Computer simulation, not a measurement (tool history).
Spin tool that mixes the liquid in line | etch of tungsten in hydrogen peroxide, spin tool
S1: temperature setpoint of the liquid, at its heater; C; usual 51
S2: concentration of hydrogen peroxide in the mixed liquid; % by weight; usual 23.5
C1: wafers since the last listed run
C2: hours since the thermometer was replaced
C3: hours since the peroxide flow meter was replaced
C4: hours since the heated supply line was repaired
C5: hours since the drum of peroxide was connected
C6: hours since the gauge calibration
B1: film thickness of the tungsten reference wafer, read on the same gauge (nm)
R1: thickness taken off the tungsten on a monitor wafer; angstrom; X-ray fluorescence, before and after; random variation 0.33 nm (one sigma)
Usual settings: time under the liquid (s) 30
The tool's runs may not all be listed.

Run 1, hour 0: usual settings; C1 0; C2 1133.1; C3 1991; C4 1492.2; C5 65.5; C6 447.2; B1 29.98. Result: R1 326.9 angstrom.
At hour 15.9: thermometer replaced.
Run 2, hour 31.9: usual settings; C1 345; C2 16; C3 2022.9; C4 1524.1; C5 97.4; C6 479.1; B1 29.99. Result: R1 360.8 angstrom.
Run 3, hour 43.8: usual settings; C1 132; C2 27.9; C3 2034.8; C4 1536; C5 109.3; C6 491; B1 30.01. Result: R1 364.5 angstrom.
Run 4, hour 59.9: usual settings but S1 54.5 C; C1 179; C2 44; C3 2050.9; C4 1552.1; C5 125.4; C6 507.1; B1 30.01. Result: R1 440.8 angstrom.
Run 5, hour 71.6: usual settings; C1 130; C2 55.7; C3 2062.6; C4 1563.8; C5 137.1; C6 518.8; B1 30. Result: R1 358 angstrom.
Run 6, hour 80.4: usual settings but time under the liquid (s) 20; C1 98; C2 64.5; C3 2071.4; C4 1572.6; C5 145.9; C6 527.6; B1 30.02. Result: R1 240.3 angstrom.
Run 7, hour 94.3: usual settings but S2 28.5 % by weight; C1 155; C2 78.4; C3 2085.3; C4 1586.5; C5 159.8; C6 541.5; B1 29.97. Result: R1 395 angstrom.
Run 8, hour 101.5: usual settings; C1 80; C2 85.6; C3 2092.5; C4 1593.7; C5 167; C6 548.7; B1 29.97. Result: R1 359.7 angstrom.
Run 9, hour 118.5: usual settings but S1 59.5 C, S2 20.5 % by weight, time under the liquid (s) 15; C1 189; C2 102.6; C3 2109.5; C4 1610.7; C5 184; C6 565.7; B1 30.01. Result: R1 279.9 angstrom.
Run 10, hour 124.7: usual settings; C1 69; C2 108.8; C3 2115.7; C4 1616.9; C5 190.2; C6 571.9; B1 29.96. Result: R1 354.3 angstrom.
At hour 128: peroxide flow meter replaced.
Run 11, hour 141.4: usual settings but S1 60 C, time under the liquid (s) 40; C1 175; C2 125.5; C3 13.4; C4 1633.6; C5 206.9; C6 588.6; B1 30.01. Result: R1 818.4 angstrom.
Run 12, hour 149.7: usual settings but S1 45.5 C, S2 17 % by weight; C1 92; C2 133.8; C3 21.7; C4 1641.9; C5 215.2; C6 596.9; B1 30.03. Result: R1 216 angstrom.
At hour 160.5: gauge calibrated.
Run 13, hour 165.4: usual settings but S1 41.5 C, S2 20.5 % by weight; C1 175; C2 149.5; C3 37.4; C4 1657.6; C5 230.9; C6 4.9; B1 29.98. Result: R1 181.1 angstrom.
At hour 170.6: heated supply line repaired.
Run 14, hour 174.1: usual settings but S1 54.5 C, time under the liquid (s) 15; C1 86; C2 158.2; C3 46.1; C4 3.5; C5 239.6; C6 13.6; B1 30.03. Result: R1 236.4 angstrom.
Run 15, hour 189: usual settings but S1 45.5 C, S2 26 % by weight, time under the liquid (s) 25; C1 166; C2 173.1; C3 61; C4 18.4; C5 254.5; C6 28.5; B1 30.03. Result: R1 242.3 angstrom.
Run 16, hour 203.5: usual settings but S1 58.5 C, S2 19.5 % by weight, time under the liquid (s) 45; C1 161; C2 187.6; C3 75.5; C4 32.9; C5 269; C6 43; B1 29.98. Result: R1 807.6 angstrom.
Run 17, hour 210.5: usual settings; C1 78; C2 194.6; C3 82.5; C4 39.9; C5 276; C6 50; B1 29.95. Result: R1 388.6 angstrom.
Run 18, hour 220.4: usual settings but S1 59 C, time under the liquid (s) 35; C1 110; C2 204.5; C3 92.4; C4 49.8; C5 285.9; C6 59.9; B1 29.99. Result: R1 717.3 angstrom.
Run 19, hour 234.5: usual settings but S1 56.5 C, S2 18.5 % by weight; C1 157; C2 218.6; C3 106.5; C4 63.9; C5 300; C6 74; B1 29.98. Result: R1 479.7 angstrom.
Run 20, hour 240.7: usual settings; C1 69; C2 224.8; C3 112.7; C4 70.1; C5 306.2; C6 80.2; B1 30.03. Result: R1 380.3 angstrom.
Run 21, hour 253.6: usual settings but S2 26 % by weight, time under the liquid (s) 15; C1 144; C2 237.7; C3 125.6; C4 83; C5 319.1; C6 93.1; B1 29.94. Result: R1 202.4 angstrom.
Run 22, hour 269: usual settings but S1 45 C, S2 28 % by weight; C1 172; C2 253.1; C3 141; C4 98.4; C5 334.5; C6 108.5; B1 30.01. Result: R1 286.4 angstrom.
Run 23, hour 279.8: usual settings; C1 120; C2 263.9; C3 151.8; C4 109.2; C5 345.3; C6 119.3; B1 30.03. Result: R1 381.3 angstrom.
Run 24, hour 290.1: usual settings but S1 58.5 C, S2 19.5 % by weight, time under the liquid (s) 45; C1 115; C2 274.2; C3 162.1; C4 119.5; C5 355.6; C6 129.6; B1 30.03. Result: R1 815.4 angstrom.
Run 25, hour 302.9: usual settings but S1 45.5 C, S2 26.5 % by weight; C1 142; C2 287; C3 174.9; C4 132.3; C5 368.4; C6 142.4; B1 30.03. Result: R1 284 angstrom.
Run 26, hour 320.5: usual settings; C1 196; C2 304.6; C3 192.5; C4 149.9; C5 386; C6 160; B1 30.01. Result: R1 374.7 angstrom.

Some steps in R1 between neighbouring runs. How much of each would the tool show without its hidden state too (settings, what came in, random variation), and how much is left for the hidden state, with any gauge scatter that isn't in both results?
The hidden state here: liquid colder than its thermometer reads (K); peroxide flow below the setpoint (%); temperature lost on the way to the wafer (K); peroxide weaker than its label (%); gauge reads high (%).
Run 10 -> 11: S1 51 -> 60, time under the liquid (s) 30 -> 40, peroxide flow meter replaced. R1 +464.1 angstrom: hidden state -47.1, all else +511.2.
Run 11 -> 12: S1 60 -> 45.5, S2 23.5 -> 17, time under the liquid (s) 40 -> 30. R1 -602.4 angstrom: hidden state +60.3, all else -662.7.
Run 15 -> 16: S1 45.5 -> 58.5, S2 26 -> 19.5, time under the liquid (s) 25 -> 45. R1 +565.3 angstrom: hidden state -14.5, all else +579.8.
